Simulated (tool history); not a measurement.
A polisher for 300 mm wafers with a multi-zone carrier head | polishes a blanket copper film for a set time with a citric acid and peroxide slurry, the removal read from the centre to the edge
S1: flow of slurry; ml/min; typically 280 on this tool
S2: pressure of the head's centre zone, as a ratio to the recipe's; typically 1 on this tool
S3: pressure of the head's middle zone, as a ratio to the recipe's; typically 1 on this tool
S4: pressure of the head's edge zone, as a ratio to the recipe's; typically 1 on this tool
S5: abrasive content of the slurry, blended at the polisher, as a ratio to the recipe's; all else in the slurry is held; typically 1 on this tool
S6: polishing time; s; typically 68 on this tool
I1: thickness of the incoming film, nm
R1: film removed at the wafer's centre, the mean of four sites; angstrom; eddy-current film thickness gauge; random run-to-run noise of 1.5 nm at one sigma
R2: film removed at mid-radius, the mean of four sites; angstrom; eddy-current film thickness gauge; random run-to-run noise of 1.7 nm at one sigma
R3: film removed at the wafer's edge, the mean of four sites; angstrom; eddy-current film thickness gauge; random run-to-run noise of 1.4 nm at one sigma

run   hour   S1    S2    S3    S4    S5  S6     I1    R1    R2    R3
  1      0  280     1  0.91     1     1  68  989.1  1228  1124  1146
  2   16.9  280     1     1     1     1  68  982.2  1196  1160  1152
  3   25.8  335     1     1     1  0.75  68  994.4  1089  1095  1051
  4   32.7  280     1  0.96     1  0.75  89   1000  1431  1371  1354
      37.8  -- worn pad replaced by a new one
  5   40.4  280     1     1  0.88  0.75  68  962.1  1060  1061   969
  6   55.3  280   0.9     1     1     1  68  974.9  1066  1172  1141
  7   72.3  225     1     1     1     1  68  990.4  1119  1145  1112
  8     81  280     1     1     1     1  68  997.4  1210  1157  1129
  9     96  280     1  1.11   0.9   0.9  68  980.1  1142  1197  1024
 10  102.2  280  1.08     1  0.91     1  77  999.6  1405  1326  1225
 11  115.5  190  1.12     1     1     1  68  993.7  1223  1108  1093
     131.5  -- edge zone pressure recalibrated
 12  168.3  280     1     1  1.06     1  58  974.6   985   963   992
 13  177.8  280     1     1     1     1  68  978.2  1161  1127  1120
     183.1  -- worn pad replaced by a new one
     190.9  -- centre zone pressure recalibrated
 14  222.5  280     1  0.95  0.92     1  68  976.5  1135  1095  1095
 15  229.8  320     1     1  0.95   0.8  51  968.8   824   806   771
 16    241  200     1     1     1     1  68  980.2  1074  1058  1077
 17  251.4  240     1  0.95  0.91     1  47    965   769   746   735
 18  258.5  235     1     1     1   0.8  68  982.5  1031  1019  1022
 19  270.6  280     1     1     1     1  68  976.9  1152  1143  1125
 20  280.2  280     1     1     1     1  68  967.3  1151  1146  1116
     323.9  -- worn pad replaced by a new one
 21  331.1  280     1     1     1     1  68  972.5  1121  1117  1121
 22  341.7  280     1     1     1     1  68  992.8  1124  1141  1113

Consider 4 possible next runs. They are alternatives, not a sequence: every one starts from the tool as it was left by run 22. What does each give?
  A  342.1  280   1     1     1     1  68  963.8   ?   ?   ?
  B  342.1  280   1  0.96  1.07  0.85  68  963.8   ?   ?   ?
  C  342.1  280   1     1  0.96   1.2  87  963.8   ?   ?   ?
  D  342.1  210   1  1.04     1     1  68  963.8   ?   ?   ?

run    R1    R2    R3
  A  1137  1137  1106
  B  1079  1049  1085
  C  1539  1538  1467
  D  1084  1119  1071
The same runs, with their run-to-run variation unchanged, on a tool lacking any hidden condition would have given:
run    R1    R2    R3
  A  1212  1203  1153
  B  1150  1110  1132
  C  1640  1628  1530
  D  1175  1203  1129

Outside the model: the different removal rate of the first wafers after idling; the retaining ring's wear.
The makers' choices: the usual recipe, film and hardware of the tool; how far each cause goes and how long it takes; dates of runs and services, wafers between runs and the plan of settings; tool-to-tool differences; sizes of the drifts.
